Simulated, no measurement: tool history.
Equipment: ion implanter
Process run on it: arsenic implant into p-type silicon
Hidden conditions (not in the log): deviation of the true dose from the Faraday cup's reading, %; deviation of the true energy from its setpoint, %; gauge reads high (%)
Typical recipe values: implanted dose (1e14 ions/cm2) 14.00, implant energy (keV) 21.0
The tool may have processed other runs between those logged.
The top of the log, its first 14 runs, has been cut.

| run | hour | implanted dose (1e14 ions/cm2) | implant energy (keV) | wafers since the last listed run | hours since the last dose calibration | hours since the extraction supply was calibrated | hours since the gauge calibration | read-back reference wafer on the same gauge, sheet resistance | sheet resistance of the implanted and annealed layer (ohm/square) |
|---|---|---|---|---|---|---|---|---|---|
| 15 | 193.3 | 14.00 | 25.0 | 246 | 101.3 | 37.9 | 79.3 | 120.38 | 112.14 |
| 16 | 209.6 | 14.00 | 21.0 | 240 | 117.6 | 54.2 | 95.6 | 120.34 | 117.26 |
| 17 | 215.8 | 14.00 | 26.5 | 91 | 123.8 | 60.4 | 101.8 | 120.42 | 109.95 |
| 18 | 232.9 | 14.00 | 21.0 | 252 | 140.9 | 77.5 | 118.9 | 120.25 | 117.07 |
| 19 | 246.2 | 15.22 | 19.0 | 196 | 154.2 | 90.8 | 132.2 | 120.18 | 117.33 |
| 20 | 252.3 | 16.96 | 21.0 | 90 | 160.3 | 96.9 | 138.3 | 120.10 | 110.34 |
| 21 | 260.6 | 10.12 | 26.0 | 122 | 168.6 | 105.2 | 146.6 | 119.98 | 129.52 |
| 22 | 276.3 | 17.63 | 25.5 | 231 | 184.3 | 120.9 | 162.3 | 120.03 | 102.54 |
| 23 | 286.1 | 12.42 | 21.0 | 144 | 194.1 | 130.7 | 172.1 | 120.03 | 122.65 |
| 24 | 296.9 | 17.96 | 18.5 | 159 | 204.9 | 141.5 | 182.9 | 119.96 | 112.63 |
| 25 | 305.0 | 12.86 | 19.0 | 119 | 213.0 | 149.6 | 191.0 | 119.90 | 123.97 |
| 26 | 312.5 | 11.26 | 14.5 | 110 | 220.5 | 157.1 | 198.5 | 119.82 | 138.99 |
| 27 | 323.8 | 12.86 | 19.0 | 166 | 231.8 | 168.4 | 209.8 | 119.78 | 123.66 |
| 28 | 339.6 | 14.00 | 21.0 | 233 | 247.6 | 184.2 | 225.6 | 119.71 | 116.59 |
| 29 | 346.0 | 9.91 | 18.5 | 94 | 254.0 | 190.6 | 232.0 | 119.67 | 140.84 |
| 30 | 361.2 | 14.00 | 21.0 | 224 | 269.2 | 205.8 | 247.2 | 119.51 | 116.76 |

Predict the results of run 31:
| 31 | 371.0 | 11.45 | 18.5 | 144 | 279.0 | 215.6 | 257.0 | ? | ? |

For run 31 the tool returned read-back reference wafer on the same gauge, sheet resistance 119.51, sheet resistance of the implanted and annealed layer (ohm/square) 130.71.
Without the tool's hidden state the same run would have given sheet resistance of the implanted and annealed layer (ohm/square) 132.31.
